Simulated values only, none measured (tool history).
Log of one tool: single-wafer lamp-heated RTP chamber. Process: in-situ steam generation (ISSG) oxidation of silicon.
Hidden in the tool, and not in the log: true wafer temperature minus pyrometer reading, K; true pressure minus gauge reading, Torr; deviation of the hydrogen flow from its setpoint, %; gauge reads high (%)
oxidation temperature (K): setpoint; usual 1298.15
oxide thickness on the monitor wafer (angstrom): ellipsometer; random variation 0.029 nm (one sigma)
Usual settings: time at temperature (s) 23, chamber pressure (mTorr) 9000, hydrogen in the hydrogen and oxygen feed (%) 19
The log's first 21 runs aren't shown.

run,hour,oxidation temperature (K),time at temperature (s),chamber pressure (mTorr),hydrogen in the hydrogen and oxygen feed (%),wafers since the last listed run,wafers since the last pyrometer calibration,hours since the pressure gauge was zeroed,hours since the hydrogen flow controller was replaced,hours since the gauge calibration,"read-back reference wafer on the same gauge, thickness",oxide thickness on the monitor wafer (angstrom)
22,542.9,1298.15,23,10200,19,271,277,71.5,518,557.9,5.592,53.9
23,559.6,1286.15,29,9000,19,203,480,88.2,534.7,574.6,5.593,58.32
24,580.6,1289.15,23,9800,19,255,736,109.2,555.7,595.6,5.593,52.13
25,595.2,1298.15,23,9000,19,177,914,123.8,570.3,610.2,5.579,55.1
26,611.6,1313.15,23,8500,19,199,1114,140.2,586.7,626.6,5.572,59.44
27,624.3,1298.15,23,9000,19,154,1268,152.9,599.4,639.3,5.588,55.09
28,641.1,1284.15,23,9000,28,204,1473,169.7,616.2,656.1,5.58,56.78
29,659.4,1298.15,23,9000,19,222,1696,188,634.5,674.4,5.564,55.06
30,674.9,1298.15,23,7600,28,188,1885,203.5,650,689.9,5.569,61.27
# hour 721.1: pyrometer window cleaned and pyrometer calibrated
31,722.4,1298.15,23,8000,19,481,16,251,697.5,737.4,5.567,55.3
32,785.2,1298.15,23,9000,19,764,780,313.8,760.3,800.2,5.568,55.29

Forecast each of these 3 alternatives for the next run:
A,785.6,1298.15,21,9000,19,4,785,314.2,760.7,800.6,?,?
B,785.6,1289.15,23,9000,19,4,785,314.2,760.7,800.6,?,?
C,785.6,1313.15,29,9900,19,4,785,314.2,760.7,800.6,?,?

run,"read-back reference wafer on the same gauge, thickness",oxide thickness on the monitor wafer (angstrom)
A,5.569,52.35
B,5.569,52.49
C,5.569,66.06
Without the tool's hidden state the same runs would have given:
run,oxide thickness on the monitor wafer (angstrom)
A,54.62
B,54.77
C,68.93
